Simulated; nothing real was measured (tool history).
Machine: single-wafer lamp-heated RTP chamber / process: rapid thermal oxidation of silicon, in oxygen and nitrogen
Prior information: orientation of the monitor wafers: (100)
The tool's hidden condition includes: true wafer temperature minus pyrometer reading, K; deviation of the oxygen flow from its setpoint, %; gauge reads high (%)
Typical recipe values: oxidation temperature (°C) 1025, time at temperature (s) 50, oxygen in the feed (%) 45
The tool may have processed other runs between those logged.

| run | hour | oxidation temperature (°C) | time at temperature (s) | oxygen in the feed (%) | wafers since the last listed run | wafers since the last pyrometer calibration | hours since the oxygen flow controller was replaced | hours since the gauge calibration | read-back reference wafer on the same gauge, thickness | oxide thickness on the monitor wafer (angstrom) |
|---|---|---|---|---|---|---|---|---|---|---|
| 1 | 0 | 1025 | 50 | 45 | 0 | 1540 | 5758.2 | 328.4 | 4.369 | 53.22 |
| 2 | 29.7 | 1025 | 50 | 45 | 290 | 1830 | 5787.9 | 358.1 | 4.371 | 53.13 |
| 3 | 64.7 | 1025 | 50 | 58 | 341 | 2172 | 5822.9 | 393.1 | 4.373 | 57.86 |
| 4 | 88.9 | 1025 | 50 | 45 | 236 | 2408 | 5847.1 | 417.3 | 4.374 | 53.29 |
|  | 107.3 | pyrometer window cleaned and pyrometer calibrated |
| 5 | 118.7 | 1025 | 50 | 45 | 212 | 111 | 5876.9 | 447.1 | 4.37 | 52.73 |
| 6 | 134.9 | 1034 | 50 | 45 | 158 | 269 | 5893.1 | 463.3 | 4.368 | 55.89 |
| 7 | 151.9 | 1034 | 50 | 45 | 166 | 435 | 5910.1 | 480.3 | 4.366 | 56.32 |
| 8 | 164.6 | 1025 | 50 | 45 | 124 | 559 | 5922.8 | 493 | 4.369 | 52.68 |
| 9 | 177.6 | 1025 | 50 | 45 | 126 | 686 | 5935.8 | 506 | 4.372 | 52.83 |
| 10 | 202.8 | 1025 | 50 | 45 | 246 | 932 | 5961 | 531.2 | 4.372 | 52.96 |
|  | 222.6 | oxygen flow controller replaced |
| 11 | 223.1 | 1025 | 50 | 45 | 120 | 1053 | 0.5 | 551.5 | 4.368 | 52.86 |
| 12 | 253.5 | 1025 | 50 | 45 | 296 | 1350 | 30.9 | 581.9 | 4.373 | 53.18 |
| 13 | 270.1 | 1025 | 50 | 45 | 162 | 1512 | 47.5 | 598.5 | 4.373 | 52.98 |
|  | 284.8 | gauge calibrated |
| 14 | 294 | 1002 | 50 | 57 | 233 | 1745 | 71.4 | 9.2 | 4.373 | 49.12 |
| 15 | 323.8 | 1014 | 74 | 29 | 291 | 2036 | 101.2 | 39 | 4.369 | 50.36 |
| 16 | 340.4 | 1025 | 50 | 45 | 162 | 2198 | 117.8 | 55.6 | 4.369 | 53.23 |
| 17 | 352.8 | 1025 | 50 | 65 | 121 | 2320 | 130.2 | 68 | 4.369 | 60.7 |
|  | 361 | pyrometer window cleaned and pyrometer calibrated |
| 18 | 386 | 1004 | 58 | 17 | 246 | 243 | 163.4 | 101.2 | 4.37 | 36.41 |
| 19 | 402.1 | 1034 | 50 | 45 | 157 | 401 | 179.5 | 117.3 | 4.367 | 56.11 |
| 20 | 414.6 | 1025 | 71 | 45 | 122 | 523 | 192 | 129.8 | 4.373 | 61.42 |
| 21 | 437.5 | 1025 | 50 | 72 | 223 | 746 | 214.9 | 152.7 | 4.373 | 62.18 |
| 22 | 467 | 1017 | 57 | 45 | 288 | 1035 | 244.4 | 182.2 | 4.369 | 53.01 |
| 23 | 481.4 | 1025 | 50 | 45 | 140 | 1175 | 258.8 | 196.6 | 4.372 | 52.95 |
| 24 | 496 | 1025 | 50 | 45 | 142 | 1318 | 273.4 | 211.2 | 4.372 | 53.12 |

The logged runs with the hidden state left out (each run's random variation unchanged):
| run | oxide thickness on the monitor wafer (angstrom) |
|---|---|
| 1 | 52.75 |
| 2 | 52.59 |
| 3 | 57.15 |
| 4 | 52.58 |
| 5 | 52.69 |
| 6 | 55.8 |
| 7 | 56.18 |
| 8 | 52.52 |
| 9 | 52.63 |
| 10 | 52.69 |
| 11 | 52.54 |
| 12 | 52.77 |
| 13 | 52.53 |
| 14 | 48.63 |
| 15 | 49.8 |
| 16 | 52.58 |
| 17 | 59.9 |
| 18 | 36.37 |
| 19 | 55.98 |
| 20 | 61.23 |
| 21 | 61.92 |
| 22 | 52.71 |
| 23 | 52.61 |
| 24 | 52.74 |

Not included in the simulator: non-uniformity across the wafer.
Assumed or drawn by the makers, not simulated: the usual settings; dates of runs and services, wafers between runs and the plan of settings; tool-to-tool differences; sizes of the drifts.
